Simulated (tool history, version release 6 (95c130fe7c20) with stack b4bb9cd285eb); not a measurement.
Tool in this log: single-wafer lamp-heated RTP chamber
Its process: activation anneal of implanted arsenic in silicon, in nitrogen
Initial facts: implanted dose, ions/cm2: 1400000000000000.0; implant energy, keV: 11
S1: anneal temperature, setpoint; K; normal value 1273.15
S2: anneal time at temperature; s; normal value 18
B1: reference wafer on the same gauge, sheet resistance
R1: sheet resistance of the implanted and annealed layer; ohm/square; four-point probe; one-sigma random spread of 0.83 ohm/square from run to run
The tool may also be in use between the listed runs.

run	hour	S1	S2	B1	R1
1	0.0	1273.15	18	141.75	136.02
2	67.9	1273.15	18	142.01	134.82
3	203.2	1273.15	18	141.88	132.84
4	274.7	1273.15	18	142.01	133.99
# hour 307.8: reflector plate cleaned
5	379.4	1250.15	18	142.22	155.69
# hour 395.5: pyrometer window cleaned and pyrometer calibrated
6	440.0	1250.15	18	141.76	154.30
7	516.0	1250.15	18	142.29	154.00
8	736.8	1273.15	18	142.42	132.57
# hour 764.9: reflector plate cleaned
9	775.4	1273.15	18	141.85	137.92
# hour 837.3: pyrometer window cleaned and pyrometer calibrated
10	848.8	1264.15	21	142.08	140.41
11	904.7	1264.15	21	141.88	138.40
12	959.8	1273.15	26	141.94	124.91
13	1061.5	1273.15	26	142.17	123.47
# hour 1234.5: reflector plate cleaned
# hour 1271.1: pyrometer window cleaned and pyrometer calibrated
14	1338.8	1273.15	26	142.24	127.43
15	1402.4	1292.15	12	142.10	131.33
16	1496.7	1296.15	10	142.14	132.88
17	1537.3	1273.15	18	142.24	134.72
# hour 1601.4: gauge calibrated
18	1639.8	1273.15	18	141.73	134.66
19	1687.0	1292.15	25	141.93	111.71
# hour 1745.0: reflector plate cleaned
20	1745.9	1262.15	12	141.76	157.58
# hour 1803.7: pyrometer window cleaned and pyrometer calibrated
21	1804.2	1300.15	10	141.99	132.47
22	1878.2	1262.15	11	141.83	157.66
23	1944.3	1265.15	12	142.34	152.46
24	1998.2	1273.15	18	142.10	135.14
25	2102.6	1273.15	18	141.93	134.53
# hour 2190.6: reflector plate cleaned
26	2191.1	1288.15	18	141.99	127.17
27	2229.3	1282.15	10	142.02	147.09
28	2285.7	1261.15	10	141.97	162.38
# hour 2337.2: pyrometer window cleaned and pyrometer calibrated
29	2359.2	1253.15	12	142.01	162.02

3 options for the next run, each taken on its own from the tool as it stands now. Forecast them:
A	2359.6	1273.15	11	?	?
B	2359.6	1301.15	25	?	?
C	2359.6	1249.15	22	?	?

run	B1	R1
A	141.56	146.97
B	141.56	107.37
C	141.56	148.87
With the hidden condition removed and each run's random variation left untouched, the same runs would have given:
run	R1
A	151.92
B	110.76
C	154.34
